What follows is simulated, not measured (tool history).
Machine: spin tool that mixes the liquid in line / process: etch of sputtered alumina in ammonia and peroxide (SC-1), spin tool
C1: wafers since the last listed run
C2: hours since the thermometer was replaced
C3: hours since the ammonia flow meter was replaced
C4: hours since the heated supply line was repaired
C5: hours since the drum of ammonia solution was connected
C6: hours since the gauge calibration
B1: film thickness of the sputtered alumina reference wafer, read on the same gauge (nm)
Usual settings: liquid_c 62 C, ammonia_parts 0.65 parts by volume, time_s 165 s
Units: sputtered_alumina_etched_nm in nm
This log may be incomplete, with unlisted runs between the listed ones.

{"run": 1, "day": 0.0, "liquid_c": 54, "ammonia_parts": 0.65, "time_s": 90, "C1": 0, "C2": 61.8, "C3": 474.4, "C4": 908.8, "C5": 93.1, "C6": 704.6, "B1": 130.03, "sputtered_alumina_etched_nm": 5.85}
{"run": 2, "day": 1.483, "liquid_c": 54, "ammonia_parts": 0.65, "time_s": 90, "C1": 325, "C2": 97.4, "C3": 510, "C4": 944.4, "C5": 128.7, "C6": 740.2, "B1": 130.03, "sputtered_alumina_etched_nm": 5.91}
{"run": 3, "day": 3.958, "liquid_c": 54, "ammonia_parts": 0.65, "time_s": 90, "C1": 542, "C2": 156.8, "C3": 569.4, "C4": 1003.8, "C5": 188.1, "C6": 799.6, "B1": 129.95, "sputtered_alumina_etched_nm": 5.91}
{"run": 4, "day": 6.862, "liquid_c": 62, "ammonia_parts": 0.65, "time_s": 165, "C1": 636, "C2": 226.5, "C3": 639.1, "C4": 1073.5, "C5": 257.8, "C6": 869.3, "B1": 130.02, "sputtered_alumina_etched_nm": 16.68}
{"day": 6.912, "done": "new drum of ammonia solution connected"}
{"day": 9.138, "done": "ammonia flow meter replaced"}
{"run": 5, "day": 9.696, "liquid_c": 62, "ammonia_parts": 0.65, "time_s": 165, "C1": 602, "C2": 294.5, "C3": 13.4, "C4": 1141.5, "C5": 66.8, "C6": 937.3, "B1": 130.03, "sputtered_alumina_etched_nm": 16.5}
{"run": 6, "day": 14.762, "liquid_c": 62, "ammonia_parts": 0.65, "time_s": 165, "C1": 1110, "C2": 416.1, "C3": 135, "C4": 1263.1, "C5": 188.4, "C6": 1058.9, "B1": 130.02, "sputtered_alumina_etched_nm": 16.49}
{"day": 16.546, "done": "new drum of ammonia solution connected"}
{"run": 7, "day": 22.692, "liquid_c": 62, "ammonia_parts": 0.65, "time_s": 165, "C1": 1728, "C2": 606.4, "C3": 325.3, "C4": 1453.4, "C5": 147.5, "C6": 1249.2, "B1": 130, "sputtered_alumina_etched_nm": 16.62}
{"run": 8, "day": 23.825, "liquid_c": 66, "ammonia_parts": 0.65, "time_s": 165, "C1": 248, "C2": 633.6, "C3": 352.5, "C4": 1480.6, "C5": 174.7, "C6": 1276.4, "B1": 130, "sputtered_alumina_etched_nm": 20.26}
{"day": 24.15, "done": "heated supply line repaired"}
{"run": 9, "day": 25.125, "liquid_c": 62, "ammonia_parts": 0.65, "time_s": 240, "C1": 275, "C2": 664.8, "C3": 383.7, "C4": 23.4, "C5": 205.9, "C6": 1307.6, "B1": 130.03, "sputtered_alumina_etched_nm": 24.04}
{"day": 25.554, "done": "new drum of ammonia solution connected"}
{"run": 10, "day": 26.442, "liquid_c": 62, "ammonia_parts": 0.65, "time_s": 240, "C1": 279, "C2": 696.4, "C3": 415.3, "C4": 55, "C5": 21.3, "C6": 1339.2, "B1": 129.98, "sputtered_alumina_etched_nm": 24.11}
{"day": 29.062, "done": "thermometer replaced"}
{"run": 11, "day": 29.412, "liquid_c": 58, "ammonia_parts": 0.5, "time_s": 115, "C1": 641, "C2": 8.4, "C3": 486.6, "C4": 126.3, "C5": 92.6, "C6": 1410.5, "B1": 129.98, "sputtered_alumina_etched_nm": 9.08}
{"day": 31.004, "done": "gauge calibrated"}
{"run": 12, "day": 31.492, "liquid_c": 62, "ammonia_parts": 0.4, "time_s": 165, "C1": 455, "C2": 58.3, "C3": 536.5, "C4": 176.2, "C5": 142.5, "C6": 11.7, "B1": 130.01, "sputtered_alumina_etched_nm": 15.94}
{"run": 13, "day": 33.279, "liquid_c": 62, "ammonia_parts": 0.55, "time_s": 240, "C1": 391, "C2": 101.2, "C3": 579.4, "C4": 219.1, "C5": 185.4, "C6": 54.6, "B1": 130.02, "sputtered_alumina_etched_nm": 23.67}
{"day": 35.896, "done": "new drum of ammonia solution connected"}
{"run": 14, "day": 39.242, "liquid_c": 62, "ammonia_parts": 0.65, "time_s": 165, "C1": 1297, "C2": 244.3, "C3": 722.5, "C4": 362.2, "C5": 80.3, "C6": 197.7, "B1": 129.96, "sputtered_alumina_etched_nm": 16.44}
{"day": 39.8, "done": "ammonia flow meter replaced"}
{"run": 15, "day": 41.646, "liquid_c": 70, "ammonia_parts": 0.75, "time_s": 125, "C1": 517, "C2": 302, "C3": 44.3, "C4": 419.9, "C5": 138, "C6": 255.4, "B1": 129.96, "sputtered_alumina_etched_nm": 18.94}
{"run": 16, "day": 44.3, "liquid_c": 62, "ammonia_parts": 0.65, "time_s": 130, "C1": 581, "C2": 365.7, "C3": 108, "C4": 483.6, "C5": 201.7, "C6": 319.1, "B1": 130, "sputtered_alumina_etched_nm": 13.16}
{"day": 46.012, "done": "new drum of ammonia solution connected"}
{"run": 17, "day": 46.188, "liquid_c": 58, "ammonia_parts": 0.65, "time_s": 165, "C1": 404, "C2": 411, "C3": 153.3, "C4": 528.9, "C5": 4.2, "C6": 364.4, "B1": 130.01, "sputtered_alumina_etched_nm": 13.33}
{"run": 18, "day": 47.596, "liquid_c": 53, "ammonia_parts": 0.35, "time_s": 210, "C1": 308, "C2": 444.8, "C3": 187.1, "C4": 562.7, "C5": 38, "C6": 398.2, "B1": 130, "sputtered_alumina_etched_nm": 12.26}
{"run": 19, "day": 48.875, "liquid_c": 62, "ammonia_parts": 0.65, "time_s": 165, "C1": 280, "C2": 475.5, "C3": 217.8, "C4": 593.4, "C5": 68.7, "C6": 428.9, "B1": 130, "sputtered_alumina_etched_nm": 16.84}
{"run": 20, "day": 50.483, "liquid_c": 70, "ammonia_parts": 0.45, "time_s": 80, "C1": 352, "C2": 514.1, "C3": 256.4, "C4": 632, "C5": 107.3, "C6": 467.5, "B1": 129.97, "sputtered_alumina_etched_nm": 11.48}
{"run": 21, "day": 52.842, "liquid_c": 62, "ammonia_parts": 0.65, "time_s": 225, "C1": 516, "C2": 570.7, "C3": 313, "C4": 688.6, "C5": 163.9, "C6": 524.1, "B1": 130, "sputtered_alumina_etched_nm": 22.62}

State the hidden condition of the tool at each of the runs:
liquid hotter than its thermometer reads (K): 0 on each run
ammonia flow above the setpoint (%): 0 on each run
temperature lost on the way to the wafer (K): 0 on each run
ammonia solution weaker than its label (%): 0 on each run
gauge reads high (%): 0 on each run
